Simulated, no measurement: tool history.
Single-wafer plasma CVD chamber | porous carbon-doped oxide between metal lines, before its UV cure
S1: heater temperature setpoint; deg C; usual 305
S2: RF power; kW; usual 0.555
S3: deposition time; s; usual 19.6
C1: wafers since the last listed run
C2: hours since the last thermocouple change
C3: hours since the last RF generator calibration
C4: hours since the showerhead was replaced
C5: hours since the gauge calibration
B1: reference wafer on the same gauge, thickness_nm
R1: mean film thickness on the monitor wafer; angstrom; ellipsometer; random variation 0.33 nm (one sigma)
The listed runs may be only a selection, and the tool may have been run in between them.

| run | day | S1 | S2 | S3 | C1 | C2 | C3 | C4 | C5 | B1 | R1 |
|---|---|---|---|---|---|---|---|---|---|---|---|
| 1 | 0.000 | 305 | 0.615 | 19.6 | 0 | 970.6 | 1269.8 | 2465.3 | 214.8 | 107.096 | 1227.07 |
| 2 | 0.417 | 305 | 0.615 | 19.6 | 328 | 980.6 | 1279.8 | 2475.3 | 224.8 | 107.025 | 1226.10 |
| 3 | 1.158 | 305 | 0.615 | 19.6 | 584 | 998.4 | 1297.6 | 2493.1 | 242.6 | 107.021 | 1227.58 |
| 4 | 1.604 | 305 | 0.555 | 19.6 | 351 | 1009.1 | 1308.3 | 2503.8 | 253.3 | 106.966 | 1142.61 |
| 5 | 1.871 | 305 | 0.555 | 19.6 | 209 | 1015.5 | 1314.7 | 2510.2 | 259.7 | 106.981 | 1140.22 |
| 6 | 2.433 | 305 | 0.580 | 20.6 | 442 | 1029.0 | 1328.2 | 2523.7 | 273.2 | 106.987 | 1232.21 |
| 7 | 2.896 | 305 | 0.580 | 20.6 | 364 | 1040.1 | 1339.3 | 2534.8 | 284.3 | 106.923 | 1230.88 |
| 8 | 3.433 | 305 | 0.555 | 19.6 | 423 | 1053.0 | 1352.2 | 2547.7 | 297.2 | 106.954 | 1138.94 |
| 9 | 4.004 | 305 | 0.555 | 19.6 | 449 | 1066.7 | 1365.9 | 2561.4 | 310.9 | 107.012 | 1136.78 |
|  | 5.250 | gauge calibrated |
|  | 5.496 | thermocouple changed; heater temperature recalibrated |
| 10 | 5.517 | 294 | 0.555 | 21.1 | 928 | 0.5 | 1402.2 | 2597.7 | 6.4 | 107.025 | 1312.20 |
|  | 6.183 | showerhead replaced |
| 11 | 6.204 | 294 | 0.555 | 21.1 | 278 | 17.0 | 1418.7 | 0.5 | 22.9 | 106.956 | 1305.78 |
| 12 | 6.904 | 305 | 0.555 | 19.6 | 551 | 33.8 | 1435.5 | 17.3 | 39.7 | 107.036 | 1131.62 |
|  | 7.546 | RF generator calibrated |
| 13 | 7.567 | 305 | 0.555 | 19.6 | 259 | 49.7 | 0.5 | 33.2 | 55.6 | 107.026 | 1191.27 |
| 14 | 7.771 | 305 | 0.555 | 19.6 | 160 | 54.6 | 5.4 | 38.1 | 60.5 | 107.069 | 1192.30 |
| 15 | 8.167 | 298 | 0.555 | 18.5 | 311 | 64.1 | 14.9 | 47.6 | 70.0 | 107.009 | 1181.09 |
| 16 | 8.525 | 293 | 0.555 | 15.8 | 282 | 72.7 | 23.5 | 56.2 | 78.6 | 107.043 | 1047.02 |
| 17 | 9.767 | 300 | 0.635 | 23.0 | 977 | 102.5 | 53.3 | 86.0 | 108.4 | 106.959 | 1571.44 |
| 18 | 10.246 | 305 | 0.555 | 19.6 | 377 | 114.0 | 64.8 | 97.5 | 119.9 | 106.989 | 1194.43 |
| 19 | 10.854 | 305 | 0.595 | 19.6 | 479 | 128.6 | 79.4 | 112.1 | 134.5 | 107.029 | 1250.44 |
| 20 | 11.442 | 315 | 0.465 | 21.2 | 462 | 142.7 | 93.5 | 126.2 | 148.6 | 107.035 | 1069.21 |
| 21 | 11.738 | 305 | 0.645 | 20.9 | 232 | 149.8 | 100.6 | 133.3 | 155.7 | 106.980 | 1406.25 |
| 22 | 12.171 | 305 | 0.555 | 23.0 | 341 | 160.2 | 111.0 | 143.7 | 166.1 | 107.030 | 1389.31 |
| 23 | 12.550 | 305 | 0.555 | 16.2 | 298 | 169.3 | 120.1 | 152.8 | 175.2 | 106.935 | 998.25 |
| 24 | 12.917 | 305 | 0.555 | 19.6 | 288 | 178.1 | 128.9 | 161.6 | 184.0 | 107.049 | 1192.39 |
| 25 | 13.588 | 312 | 0.505 | 21.7 | 528 | 194.2 | 145.0 | 177.7 | 200.1 | 106.974 | 1179.14 |
| 26 | 14.296 | 305 | 0.580 | 20.6 | 557 | 211.2 | 162.0 | 194.7 | 217.1 | 106.997 | 1283.20 |
| 27 | 14.846 | 309 | 0.520 | 17.2 | 433 | 224.4 | 175.2 | 207.9 | 230.3 | 107.015 | 977.03 |

Pick out some run-to-run changes in R1. Of each, how much would a tool without hidden state show as well, from the settings, what came in and chance, and how much is left for the hidden state and any gauge scatter not in both results compared?
What the log doesn't record here: wafer temperature above the value expected at the setpoint (K); delivered RF power above the setpoint (%); gauge reads high (%).
Run 9 -> 10: S1 305 -> 294, S3 19.6 -> 21.1, gauge calibrated, thermocouple changed; heater temperature recalibrated. R1 +175.42 angstrom: hidden state -12.90, all else +188.32.
Run 12 -> 13: RF generator calibrated. R1 +59.65 angstrom: hidden state +61.27, all else -1.62.
Run 16 -> 17: S1 293 -> 300, S2 0.555 -> 0.635, S3 15.8 -> 23.0. R1 +524.42 angstrom: hidden state -2.03, all else +526.45.
Run 22 -> 23: S3 23.0 -> 16.2. R1 -391.06 angstrom: hidden state +1.51, all else -392.57.

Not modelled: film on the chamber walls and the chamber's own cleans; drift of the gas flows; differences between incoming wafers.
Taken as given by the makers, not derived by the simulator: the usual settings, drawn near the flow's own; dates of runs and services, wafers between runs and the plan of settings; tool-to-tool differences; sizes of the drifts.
